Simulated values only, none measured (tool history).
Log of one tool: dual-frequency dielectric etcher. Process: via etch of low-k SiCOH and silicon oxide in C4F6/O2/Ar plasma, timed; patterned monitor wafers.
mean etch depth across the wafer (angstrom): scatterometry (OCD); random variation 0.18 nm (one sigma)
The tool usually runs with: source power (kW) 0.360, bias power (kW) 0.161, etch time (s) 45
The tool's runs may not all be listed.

run,day,source power (kW),bias power (kW),etch time (s),wafers since the last listed run,hours since the last wet clean,hours since the last source power generator calibration,hours since the last bias power generator calibration,hours since the last upper electrode change,hours since the gauge calibration,"read-back reference wafer on the same gauge, depth_nm",mean etch depth across the wafer (angstrom)
1,0.000,0.360,0.161,45,0,299.1,2387.1,4363.4,5103.2,22.4,119,1250
2,0.462,0.380,0.161,45,129,310.2,2398.2,4374.5,5114.3,33.5,119,1272
3,0.888,0.380,0.161,45,119,320.4,2408.4,4384.7,5124.5,43.7,119,1273
4,1.150,0.380,0.161,45,73,326.7,2414.7,4391.0,5130.8,50.0,119,1276
5,1.567,0.360,0.161,45,116,336.7,2424.7,4401.0,5140.8,60.0,119,1250
6,2.046,0.360,0.161,45,134,348.2,2436.2,4412.5,5152.3,71.5,119,1253
# day 3.075: source power generator calibrated
# day 3.546: upper electrode replaced
7,3.567,0.360,0.161,45,246,384.7,11.8,4449.0,0.5,108.0,119,1258
8,3.583,0.360,0.161,45,4,385.1,12.2,4449.4,0.9,108.4,119,1257
9,3.888,0.360,0.161,45,85,392.4,19.5,4456.7,8.2,115.7,119,1260
# day 4.338: bias power generator calibrated
10,4.371,0.330,0.161,45,88,404.0,31.1,0.8,19.8,127.3,119,1225
# day 5.750: wet clean of the chamber
11,5.771,0.420,0.161,45,112,0.5,64.7,34.4,53.4,160.9,119,1269
12,5.788,0.360,0.161,45,4,0.9,65.1,34.8,53.8,161.3,119,1213
13,5.800,0.360,0.139,45,3,1.2,65.4,35.1,54.1,161.6,119,1144
14,6.292,0.390,0.193,45,137,13.0,77.2,46.9,65.9,173.4,119,1330

For run 15, what comes out?
15,6.971,0.360,0.137,37,190,29.3,93.5,63.2,82.2,189.7,?,?

read-back reference wafer on the same gauge, depth_nm: 119
mean etch depth across the wafer (angstrom): 940
With no hidden state in the tool, this same run would have given mean etch depth across the wafer (angstrom) 941.

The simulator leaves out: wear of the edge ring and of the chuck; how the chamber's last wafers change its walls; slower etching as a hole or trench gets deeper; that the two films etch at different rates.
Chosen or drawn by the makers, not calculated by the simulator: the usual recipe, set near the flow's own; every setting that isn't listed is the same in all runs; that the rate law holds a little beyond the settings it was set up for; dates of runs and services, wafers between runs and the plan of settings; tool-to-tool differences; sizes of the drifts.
